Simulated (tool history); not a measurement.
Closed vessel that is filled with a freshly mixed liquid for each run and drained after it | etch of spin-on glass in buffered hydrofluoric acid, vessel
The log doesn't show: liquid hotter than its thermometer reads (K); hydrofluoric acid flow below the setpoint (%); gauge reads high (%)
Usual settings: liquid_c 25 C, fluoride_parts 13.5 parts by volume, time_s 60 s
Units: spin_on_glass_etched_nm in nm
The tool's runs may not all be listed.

run	hour	liquid_c	fluoride_parts	time_s	wafers since the last listed run	hours since the thermometer was replaced	hours since the hydrofluoric acid flow meter was replaced	hours since the gauge calibration	read-back film thickness of the spin-on glass reference wafer, read on the same gauge (nm)	spin_on_glass_etched_nm
1	0	25	13.5	60	0	1064.2	2086.6	442.3	110.02	196.44
2	29.4	25	13.5	60	3570	1093.6	2116	471.7	110.04	200.55
3	47.6	25	13.5	60	2210	1111.8	2134.2	489.9	110.01	197.46
# hour 56.5: gauge calibrated
4	60.9	25	13.5	60	1615	1125.1	2147.5	4.4	110.01	197.79
5	76.8	25	13.5	60	1930	1141	2163.4	20.3	109.98	199.21
6	95.8	25	9.5	60	2307	1160	2182.4	39.3	109.98	275.93
7	122.5	25	9.5	60	3242	1186.7	2209.1	66	109.97	275.48
8	137.2	25	13.5	50	1785	1201.4	2223.8	80.7	109.94	165.46
9	178.5	25	13.5	50	5015	1242.7	2265.1	122	110	164.45
10	238.6	25	13.5	80	7298	1302.8	2325.2	182.1	109.97	265.18
11	267.6	25	13.5	80	3521	1331.8	2354.2	211.1	110	266.02
# hour 289.6: hydrofluoric acid flow meter replaced
12	293.9	25	13.5	60	3072	1358.1	4.3	237.4	110.03	196.3
13	307.4	25	16	60	1639	1371.6	17.8	250.9	109.97	167.55
14	328.3	25	16	60	2537	1392.5	38.7	271.8	110.03	167.55
15	354.5	25	16	60	3181	1418.7	64.9	298	110.01	167.73
16	381.4	25	16	60	3266	1445.6	91.8	324.9	109.97	169.17
17	402.4	28.5	13.5	45	2550	1466.6	112.8	345.9	110.04	179.61
18	427.7	27	16.5	80	3072	1491.9	138.1	371.2	110.01	242.03
19	440.2	25	13.5	60	1517	1504.4	150.6	383.7	109.98	196.86
20	474	21	13.5	60	4104	1538.2	184.4	417.5	110.02	159.51
21	494.2	25	16.5	80	2452	1558.4	204.6	437.7	110	215.33
# hour 526: thermometer replaced
22	528.8	29	8.5	40	4080	2.8	239.2	472.3	110.02	248.32
23	543.9	27.5	13.5	60	1833	17.9	254.3	487.4	110	228.79
# hour 546.4: gauge calibrated
24	569	28	13.5	90	3048	43	279.4	22.6	110.01	350.27
25	592	25	12	90	2792	66	302.4	45.6	109.99	333.21
26	609.1	25	13.5	60	2076	83.1	319.5	62.7	110	199.15
27	623.7	25	13.5	40	1772	97.7	334.1	77.3	110.02	130.94
28	651.3	25	15.5	35	3351	125.3	361.7	104.9	109.98	101.04
29	673.3	25	16.5	60	2671	147.3	383.7	126.9	109.98	162.56
30	690.9	21.5	10	35	2137	164.9	401.3	144.5	110.01	127.22

Forecast each of these 5 alternatives for the next run:
A	691.6	25	13.5	60	85	165.6	402	145.2	?	?
B	691.6	27	8	35	85	165.6	402	145.2	?	?
C	691.6	25	13.5	35	85	165.6	402	145.2	?	?
D	691.6	29.5	15	85	85	165.6	402	145.2	?	?
E	691.6	23.5	18	75	85	165.6	402	145.2	?	?

run	read-back film thickness of the spin-on glass reference wafer, read on the same gauge (nm)	spin_on_glass_etched_nm
A	110.02	195.9
B	110.02	207.07
C	110.02	114.27
D	110.02	318.4
E	110.02	170.05
Without the tool's hidden state the same runs would have given:
run	spin_on_glass_etched_nm
A	195.9
B	207.07
C	114.27
D	318.4
E	170.05
